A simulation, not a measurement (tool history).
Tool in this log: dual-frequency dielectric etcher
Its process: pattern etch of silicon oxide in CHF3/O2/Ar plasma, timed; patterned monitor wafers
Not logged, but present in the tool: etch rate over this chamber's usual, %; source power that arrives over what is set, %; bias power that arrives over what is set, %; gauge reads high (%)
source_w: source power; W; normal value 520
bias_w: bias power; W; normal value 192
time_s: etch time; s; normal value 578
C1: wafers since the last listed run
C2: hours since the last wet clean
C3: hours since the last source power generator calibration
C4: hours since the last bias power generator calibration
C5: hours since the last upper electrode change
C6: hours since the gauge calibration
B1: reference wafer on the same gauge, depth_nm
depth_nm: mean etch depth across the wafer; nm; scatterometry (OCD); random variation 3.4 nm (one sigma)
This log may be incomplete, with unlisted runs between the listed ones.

Run 1, hour 0: usual settings; C1 0; C2 121.2; C3 1356.1; C4 812.7; C5 5095.5; C6 3435.1; B1 1409.7. Result: depth_nm 1195.9 nm.
Run 2, hour 64.6: usual settings; C1 243; C2 185.8; C3 1420.7; C4 877.3; C5 5160.1; C6 3499.7; B1 1408.6. Result: depth_nm 1184.5 nm.
Run 3, hour 131.6: usual settings; C1 252; C2 252.8; C3 1487.7; C4 944.3; C5 5227.1; C6 3566.7; B1 1410.1. Result: depth_nm 1181.3 nm.
At hour 143.8: gauge calibrated.
Run 4, hour 225.7: usual settings but bias_w 158 W, time_s 699 s; C1 355; C2 346.9; C3 1581.8; C4 1038.4; C5 5321.2; C6 81.9; B1 1410. Result: depth_nm 1325 nm.
Run 5, hour 306.3: usual settings but bias_w 158 W, time_s 699 s; C1 304; C2 427.5; C3 1662.4; C4 1119; C5 5401.8; C6 162.5; B1 1409.5. Result: depth_nm 1329.3 nm.
Run 6, hour 380.6: usual settings; C1 280; C2 501.8; C3 1736.7; C4 1193.3; C5 5476.1; C6 236.8; B1 1408.8. Result: depth_nm 1168.4 nm.
At hour 437.9: upper electrode replaced.
Run 7, hour 455.4: usual settings; C1 191; C2 576.6; C3 1811.5; C4 1268.1; C5 17.5; C6 311.6; B1 1408.8. Result: depth_nm 1160.7 nm.
At hour 509.5: wet clean of the chamber.
Run 8, hour 517.6: usual settings but bias_w 177 W; C1 144; C2 8.1; C3 1873.7; C4 1330.3; C5 79.7; C6 373.8; B1 1410. Result: depth_nm 1169.3 nm.
Run 9, hour 608: usual settings; C1 341; C2 98.5; C3 1964.1; C4 1420.7; C5 170.1; C6 464.2; B1 1409.5. Result: depth_nm 1195.6 nm.
Run 10, hour 650.2: usual settings but bias_w 161 W, time_s 641.5 s; C1 159; C2 140.7; C3 2006.3; C4 1462.9; C5 212.3; C6 506.4; B1 1409.6. Result: depth_nm 1244.9 nm.
Run 11, hour 697.8: usual settings but source_w 570 W, bias_w 160 W, time_s 471.5 s; C1 179; C2 188.3; C3 2053.9; C4 1510.5; C5 259.9; C6 554; B1 1410.2. Result: depth_nm 951.7 nm.
Run 12, hour 774.1: usual settings but time_s 625.5 s; C1 288; C2 264.6; C3 2130.2; C4 1586.8; C5 336.2; C6 630.3; B1 1410.8. Result: depth_nm 1276.3 nm.
At hour 778.5: bias power generator calibrated.
Run 13, hour 849.4: usual settings but source_w 610 W, bias_w 172 W, time_s 654.5 s; C1 269; C2 339.9; C3 2205.5; C4 70.9; C5 411.5; C6 705.6; B1 1409.6. Result: depth_nm 1400.2 nm.
Run 14, hour 952.7: usual settings but source_w 430 W, time_s 482.5 s; C1 389; C2 443.2; C3 2308.8; C4 174.2; C5 514.8; C6 808.9; B1 1409.9. Result: depth_nm 879.3 nm.
Run 15, hour 1019.2: usual settings; C1 251; C2 509.7; C3 2375.3; C4 240.7; C5 581.3; C6 875.4; B1 1410.2. Result: depth_nm 1162.8 nm.
Run 16, hour 1061.7: usual settings but source_w 570 W; C1 160; C2 552.2; C3 2417.8; C4 283.2; C5 623.8; C6 917.9; B1 1410.2. Result: depth_nm 1224.3 nm.
At hour 1144.9: wet clean of the chamber.
Run 17, hour 1150.7: usual settings but source_w 430 W; C1 245; C2 5.8; C3 2506.8; C4 372.2; C5 712.8; C6 1006.9; B1 1410.6. Result: depth_nm 1078.7 nm.
At hour 1220.3: source power generator calibrated.
Run 18, hour 1249.5: usual settings; C1 357; C2 104.6; C3 29.2; C4 471; C5 811.6; C6 1105.7; B1 1410.1. Result: depth_nm 1192.4 nm.
Run 19, hour 1304.4: usual settings; C1 207; C2 159.5; C3 84.1; C4 525.9; C5 866.5; C6 1160.6; B1 1407.7. Result: depth_nm 1191.1 nm.
Run 20, hour 1359.1: usual settings but bias_w 239 W; C1 206; C2 214.2; C3 138.8; C4 580.6; C5 921.2; C6 1215.3; B1 1411.7. Result: depth_nm 1285.3 nm.
Run 21, hour 1439.6: usual settings; C1 303; C2 294.7; C3 219.3; C4 661.1; C5 1001.7; C6 1295.8; B1 1411.8. Result: depth_nm 1178.1 nm.
Run 22, hour 1477.6: usual settings; C1 143; C2 332.7; C3 257.3; C4 699.1; C5 1039.7; C6 1333.8; B1 1411.2. Result: depth_nm 1180.1 nm.
Run 23, hour 1547.5: usual settings but source_w 410 W, bias_w 206 W, time_s 751 s; C1 263; C2 402.6; C3 327.2; C4 769; C5 1109.6; C6 1403.7; B1 1408.6. Result: depth_nm 1360.9 nm.
Run 24, hour 1625.7: usual settings but bias_w 232 W; C1 295; C2 480.8; C3 405.4; C4 847.2; C5 1187.8; C6 1481.9; B1 1409.7. Result: depth_nm 1251.8 nm.
Run 25, hour 1666.9: usual settings; C1 155; C2 522; C3 446.6; C4 888.4; C5 1229; C6 1523.1; B1 1410.1. Result: depth_nm 1164.9 nm.
At hour 1762.5: wet clean of the chamber.
Run 26, hour 1763: usual settings but bias_w 209 W, time_s 700 s; C1 272; C2 0.5; C3 542.7; C4 984.5; C5 1325.1; C6 1619.2; B1 1408.9. Result: depth_nm 1507.4 nm.
Run 27, hour 1816.5: usual settings but source_w 470 W, bias_w 152 W, time_s 674 s; C1 201; C2 54; C3 596.2; C4 1038; C5 1378.6; C6 1672.7; B1 1408.6. Result: depth_nm 1215.1 nm.
Run 28, hour 1884.7: usual settings but bias_w 175 W; C1 257; C2 122.2; C3 664.4; C4 1106.2; C5 1446.8; C6 1740.9; B1 1410.3. Result: depth_nm 1156.2 nm.
Run 29, hour 1974.4: usual settings but bias_w 165 W, time_s 422 s; C1 338; C2 211.9; C3 754.1; C4 1195.9; C5 1536.5; C6 1830.6; B1 1410.7. Result: depth_nm 824.8 nm.
Run 30, hour 2015.5: usual settings but source_w 400 W, time_s 684.5 s; C1 155; C2 253; C3 795.2; C4 1237; C5 1577.6; C6 1871.7; B1 1410.4. Result: depth_nm 1205.9 nm.

Hidden state, per run?
source power that arrives over what is set, %: 0 on each run
bias power that arrives over what is set, %: 0 on each run
gauge reads high (%): 0 on each run
H1: etch rate over this chamber's usual, %
run      H1
  1  -0.899
  2   -1.24
  3    -1.6
  4    -2.1
  5   -2.53
  6   -2.93
  7   -3.33
  8  -0.327
  9  -0.809
 10   -1.03
 11   -1.29
 12    -1.7
 13    -2.1
 14   -2.65
 15      -3
 16   -3.23
 17  -0.402
 18  -0.929
 19   -1.22
 20   -1.51
 21   -1.94
 22   -2.15
 23   -2.52
 24   -2.94
 25   -3.16
 26   0.103
 27  -0.183
 28  -0.546
 29   -1.02
 30   -1.24

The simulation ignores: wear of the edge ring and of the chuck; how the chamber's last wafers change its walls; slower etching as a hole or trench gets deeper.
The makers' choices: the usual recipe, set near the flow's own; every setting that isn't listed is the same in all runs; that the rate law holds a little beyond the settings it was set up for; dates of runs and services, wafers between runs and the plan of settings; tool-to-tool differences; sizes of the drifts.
